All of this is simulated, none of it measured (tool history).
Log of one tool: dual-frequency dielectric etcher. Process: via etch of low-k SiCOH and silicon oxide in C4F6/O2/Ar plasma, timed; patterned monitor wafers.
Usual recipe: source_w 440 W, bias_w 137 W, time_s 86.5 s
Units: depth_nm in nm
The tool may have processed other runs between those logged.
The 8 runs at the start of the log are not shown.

run	hour	source_w	bias_w	time_s	wafers since the last listed run	hours since the last wet clean	hours since the last source power generator calibration	hours since the last bias power generator calibration	hours since the last upper electrode change	hours since the gauge calibration	read-back reference wafer on the same gauge, depth_nm	depth_nm
9	635.3	440	137	86.5	866	100.5	184.4	2905.7	3098.3	2753.9	265.3	247.2
10	717.0	510	137	86.5	742	182.2	266.1	2987.4	3180.0	2835.6	265.0	267.2
11	763.4	440	137	96.0	421	228.6	312.5	3033.8	3226.4	2882.0	264.9	275.4
12	824.8	440	137	86.5	558	290.0	373.9	3095.2	3287.8	2943.4	265.5	249.4
13	861.0	440	123	72.5	328	326.2	410.1	3131.4	3324.0	2979.6	265.7	197.4
14	929.7	440	137	86.5	624	394.9	478.8	3200.1	3392.7	3048.3	264.6	246.3
# hour 972.5: bias power generator calibrated
15	973.0	550	105	105.5	357	438.2	522.1	0.5	3436.0	3091.6	264.5	302.2
16	1053.8	510	149	70.0	734	519.0	602.9	81.3	3516.8	3172.4	265.0	224.5
# hour 1112.0: wet clean of the chamber
17	1112.5	400	137	86.5	315	0.5	661.6	140.0	3575.5	3231.1	264.8	236.9
18	1156.0	440	164	86.5	395	44.0	705.1	183.5	3619.0	3274.6	265.4	268.6
# hour 1190.3: gauge calibrated
19	1245.3	440	137	86.5	811	133.3	794.4	272.8	3708.3	55.0	264.9	248.1
# hour 1282.9: upper electrode replaced
20	1306.4	440	137	86.5	337	194.4	855.5	333.9	23.5	116.1	264.9	248.5
21	1380.8	330	167	96.5	676	268.8	929.9	408.3	97.9	190.5	265.0	259.5
22	1425.2	530	128	111.0	403	313.2	974.3	452.7	142.3	234.9	265.5	338.4
23	1471.2	440	137	79.0	418	359.2	1020.3	498.7	188.3	280.9	265.1	223.4
24	1513.4	360	149	86.5	383	401.4	1062.5	540.9	230.5	323.1	264.9	232.9
25	1554.8	440	161	86.5	376	442.8	1103.9	582.3	271.9	364.5	264.7	263.6
26	1649.6	440	137	104.5	861	537.6	1198.7	677.1	366.7	459.3	264.5	297.9
# hour 1703.2: wet clean of the chamber
27	1728.0	440	137	110.0	494	24.8	1277.1	755.5	445.1	537.7	265.1	316.7
28	1781.7	520	151	62.5	488	78.5	1330.8	809.2	498.8	591.4	264.9	204.4
29	1880.1	520	137	86.5	894	176.9	1429.2	907.6	597.2	689.8	265.4	270.0
30	1966.5	440	165	86.5	785	263.3	1515.6	994.0	683.6	776.2	265.1	266.4

What if the next run were any one of these 4? Each begins from the tool's condition after run 30:
A	1966.9	440	137	86.5	3	263.7	1516.0	994.4	684.0	776.6	?	?
B	1966.9	440	120	86.5	3	263.7	1516.0	994.4	684.0	776.6	?	?
C	1966.9	360	151	100.5	3	263.7	1516.0	994.4	684.0	776.6	?	?
D	1966.9	380	106	86.5	3	263.7	1516.0	994.4	684.0	776.6	?	?

run	read-back reference wafer on the same gauge, depth_nm	depth_nm
A	264.4	246.6
B	264.4	233.2
C	264.4	267.7
D	264.4	204.0
Had the tool no hidden state, the same runs would have come out as:
run	depth_nm
A	246.6
B	233.2
C	267.7
D	204.0
